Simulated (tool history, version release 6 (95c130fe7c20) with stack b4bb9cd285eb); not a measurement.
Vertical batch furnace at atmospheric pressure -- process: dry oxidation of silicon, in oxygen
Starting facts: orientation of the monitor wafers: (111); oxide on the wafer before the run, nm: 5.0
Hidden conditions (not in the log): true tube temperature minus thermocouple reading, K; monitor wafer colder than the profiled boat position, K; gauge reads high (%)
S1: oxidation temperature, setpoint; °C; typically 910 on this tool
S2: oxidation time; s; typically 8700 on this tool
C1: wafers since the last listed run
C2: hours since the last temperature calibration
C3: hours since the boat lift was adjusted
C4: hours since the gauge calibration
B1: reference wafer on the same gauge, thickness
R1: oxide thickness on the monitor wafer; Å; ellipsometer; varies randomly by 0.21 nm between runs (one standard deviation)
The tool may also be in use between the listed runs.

run      day   S1     S2    C1      C2      C3      C4     B1     R1
  1        0  910   8700     0  3209.8  3248.8   489.5  73.48  653.5
  2      4.3  910   8700  1031    3313    3352   592.7  73.51  651.6
  3    8.325  910   8700   965  3409.6  3448.6   689.3  73.43    660
  4   12.771  910   8700  1066  3516.3  3555.3     796  73.46  657.5
  5   16.838  910   8700   975  3613.9  3652.9   893.6  73.49    659
  6   20.012  910   8700   761  3690.1  3729.1   969.8  73.48  654.7
  7    23.05  910   8700   728    3763    3802  1042.7  73.46  657.6
  8   26.267  910   8700   771  3840.2  3879.2  1119.9  73.57  659.7
  9   29.762  910   8700   838  3924.1  3963.1  1203.8  73.47  659.7
 10   32.033  910   8700   544  3978.6  4017.6  1258.3  73.47  660.2
 11   34.854  929   8700   676  4046.3  4085.3    1326  73.54  782.9
 12   45.662  929   8700  2592  4305.7  4344.7  1585.4  73.49  783.8
      48.629  -- thermocouples replaced and temperature profile calibrated
 13    48.65  929   8700   476     0.5  4416.4  1657.1  73.49  755.7
      49.638  -- gauge calibrated
      50.504  -- boat lift adjusted
 14   50.817  910   8700   279    52.5     7.5    28.3  73.52  635.1
 15   63.767  927  10530  3105   363.3   318.3   339.1  73.51    847
 16   66.938  910   4890   760   439.4   394.4   415.2  73.48  433.6
 17   70.362  910   8700   821   521.6   476.6   497.4  73.51  637.3
 18   74.658  910   8700  1030   624.7   579.7   600.5  73.51  635.7
 19   77.388  887   8700   654   690.2   645.2     666  73.52  511.2
 20   79.212  887   4680   437     734     689   709.8  73.53  338.7
 21   83.579  930  12030  1047   838.8   793.8   814.6  73.47  953.1
 22   85.233  890  10200   396   878.5   833.5   854.3  73.46  585.2
 23   89.254  910   8700   964     975     930   950.8  73.53    639
 24   92.483  920   4980   774  1052.5  1007.5  1028.3  73.51  483.8
 25   95.642  910   8700   757  1128.3  1083.3  1104.1  73.46  637.7
 26   98.967  894   8700   797  1208.1  1163.1  1183.9   73.5    548
 27  102.196  918  10410   774  1285.6  1240.6  1261.4  73.53  781.1
 28  106.212  886   8700   963    1382    1337  1357.8  73.48  510.1

Below are 4 alternative next runs, each starting from the tool's condition after run 28. Predict each:
  A  106.508  910   8700  70  1389.1  1344.1  1364.9   ?   ?
  B  106.508  927   6660  70  1389.1  1344.1  1364.9   ?   ?
  C  106.508  921   8700  70  1389.1  1344.1  1364.9   ?   ?
  D  106.508  928  10050  70  1389.1  1344.1  1364.9   ?   ?

run    B1     R1
  A  73.5  643.7
  B  73.5  629.8
  C  73.5  714.9
  D  73.5  837.9
The same runs, with their run-to-run variation unchanged, on a tool lacking any hidden condition would have given:
run     R1
  A  630.7
  B  618.4
  C  701.2
  D  823.1
